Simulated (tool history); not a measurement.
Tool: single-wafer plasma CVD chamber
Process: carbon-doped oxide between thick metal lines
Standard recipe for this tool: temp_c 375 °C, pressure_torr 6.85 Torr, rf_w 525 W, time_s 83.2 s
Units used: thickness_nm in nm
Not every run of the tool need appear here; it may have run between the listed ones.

run,hour,temp_c,pressure_torr,rf_w,time_s,"read-back reference wafer on the same gauge, thickness_nm",thickness_nm
1,0,366,6.85,525,83.2,402.53,455.154
2,34.4,366,6.85,525,83.2,402.981,460.264
3,64,375,7.92,525,83.2,402.276,456.582
4,76.8,375,7.92,525,83.2,402.45,457.89
# hour 91.1: RF generator calibrated
5,94.2,375,7.92,525,83.2,402.821,454.231
6,106.8,375,6.85,525,83.2,402.643,450.463
7,122.4,375,6.85,525,83.2,402.729,448.835
8,140.5,375,6.15,475,75.9,403.45,375.067
9,168,375,6.15,475,75.9,403.388,376.89
10,195.3,375,8.09,525,83.2,403.746,463.86
11,217.3,375,6.85,560,97.6,403.11,549.181
12,234.8,375,6.85,525,90.6,401.988,490.779
13,255.6,375,6.85,525,73.4,402.156,398.559
14,285.7,375,6.85,525,83.2,402.809,446.489
# hour 300.8: thermocouple changed; heater temperature recalibrated
15,316.5,375,5.58,625,83.2,403.225,482.499
16,370.1,369,6.85,525,83.2,402.746,453.246
17,398.4,375,8.36,435,71.2,403.665,343.029
18,418.5,375,7.79,440,78.1,402.922,376.004
# hour 446.5: showerhead replaced
19,447,380,6.85,525,83.2,403.155,444.835
20,470.8,382,8.38,525,83.2,402.52,451.152
# hour 490.8: capacitance manometer re-zeroed and calibrated
21,494.5,360,8.52,480,94.6,404.319,508.125
22,573.4,375,6.85,565,74.2,402.934,425.141
23,597.9,365,5.78,460,68,402.501,328.515
24,619.4,380,6.85,610,83.2,404.261,492.13
25,636.7,375,5.4,525,69.7,402.839,356.599
26,669.4,380,6.85,525,83.2,402.509,444.763
27,695.7,375,5.69,455,83.2,404.236,394.491
28,728.7,375,6.85,525,83.2,403.539,447.822
29,741.5,375,6.85,525,83.2,402.477,449.263

Branching from run 29: 3 alternative next runs. What would each branch give?
A,741.9,375,6.85,525,83.2,?,?
B,741.9,375,6.85,450,83.2,?,?
C,741.9,375,6.85,525,92,?,?

run,"read-back reference wafer on the same gauge, thickness_nm",thickness_nm
A,402.602,443.391
B,402.602,395.339
C,402.602,489.986
With no hidden state in the tool, these same runs would have given:
run,thickness_nm
A,443.391
B,395.339
C,489.986
